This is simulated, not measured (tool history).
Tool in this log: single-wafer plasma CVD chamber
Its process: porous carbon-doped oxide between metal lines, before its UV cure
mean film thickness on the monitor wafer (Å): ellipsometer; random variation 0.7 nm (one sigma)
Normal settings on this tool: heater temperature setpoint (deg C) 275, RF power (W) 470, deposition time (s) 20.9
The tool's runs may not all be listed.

run,hour,heater temperature setpoint (deg C),RF power (W),deposition time (s),wafers since the last listed run,hours since the last thermocouple change,hours since the last RF generator calibration,hours since the showerhead was replaced,hours since the gauge calibration,"read-back reference wafer on the same gauge, thickness_nm",mean film thickness on the monitor wafer (Å)
1,0,275,470,20.9,0,1526.7,1481.1,7560.7,24.2,118.04,1344.98
2,10.9,275,470,20.9,220,1537.6,1492,7571.6,35.1,117.782,1348.55
3,26.5,285,470,20.9,315,1553.2,1507.6,7587.2,50.7,117.995,1255.04
4,34,285,470,20.9,151,1560.7,1515.1,7594.7,58.2,118.156,1260.49
5,48.7,285,470,20.9,297,1575.4,1529.8,7609.4,72.9,117.96,1251.3
6,65.8,275,445,20.9,345,1592.5,1546.9,7626.5,90,118.004,1308.09
7,74.1,275,445,20.9,167,1600.8,1555.2,7634.8,98.3,118.147,1314.98
8,86,275,445,20.9,240,1612.7,1567.1,7646.7,110.2,118.004,1313.2
9,92,275,470,20.9,121,1618.7,1573.1,7652.7,116.2,118.053,1338.08
10,106.7,267,380,20.9,297,1633.4,1587.8,7667.4,130.9,117.921,1237.22
11,116.7,265,425,16.8,202,1643.4,1597.8,7677.4,140.9,117.782,1102.14
# hour 134: thermocouple changed; heater temperature recalibrated
# hour 140.6: RF generator calibrated
12,150,267,470,22.5,378,16,9.4,7710.7,174.2,117.881,1537.93
# hour 193.1: gauge calibrated
# hour 205.9: showerhead replaced
13,206.4,275,525,20.9,978,72.4,65.8,0.5,13.3,117.902,1451.78
14,235.2,286,470,24.3,582,101.2,94.6,29.3,42.1,117.978,1428.11
15,251.9,270,470,20.9,337,117.9,111.3,46,58.8,117.93,1398.41
16,269.5,270,470,20.9,355,135.5,128.9,63.6,76.4,118.026,1410.24
17,286.6,285,470,20.9,345,152.6,146,80.7,93.5,117.989,1251.33

3 ways to go on from here, each from the tool as it stands after run 17. What would each give?
A,287,275,470,20.9,8,153,146.4,81.1,93.9,?,?
B,287,275,400,20.9,8,153,146.4,81.1,93.9,?,?
C,287,275,565,18.4,8,153,146.4,81.1,93.9,?,?

run,"read-back reference wafer on the same gauge, thickness_nm",mean film thickness on the monitor wafer (Å)
A,118.069,1340.92
B,118.069,1200.89
C,118.069,1328.06
The same runs, with their run-to-run variation unchanged, on a tool lacking any hidden condition would have given:
run,mean film thickness on the monitor wafer (Å)
A,1340.92
B,1200.89
C,1328.06

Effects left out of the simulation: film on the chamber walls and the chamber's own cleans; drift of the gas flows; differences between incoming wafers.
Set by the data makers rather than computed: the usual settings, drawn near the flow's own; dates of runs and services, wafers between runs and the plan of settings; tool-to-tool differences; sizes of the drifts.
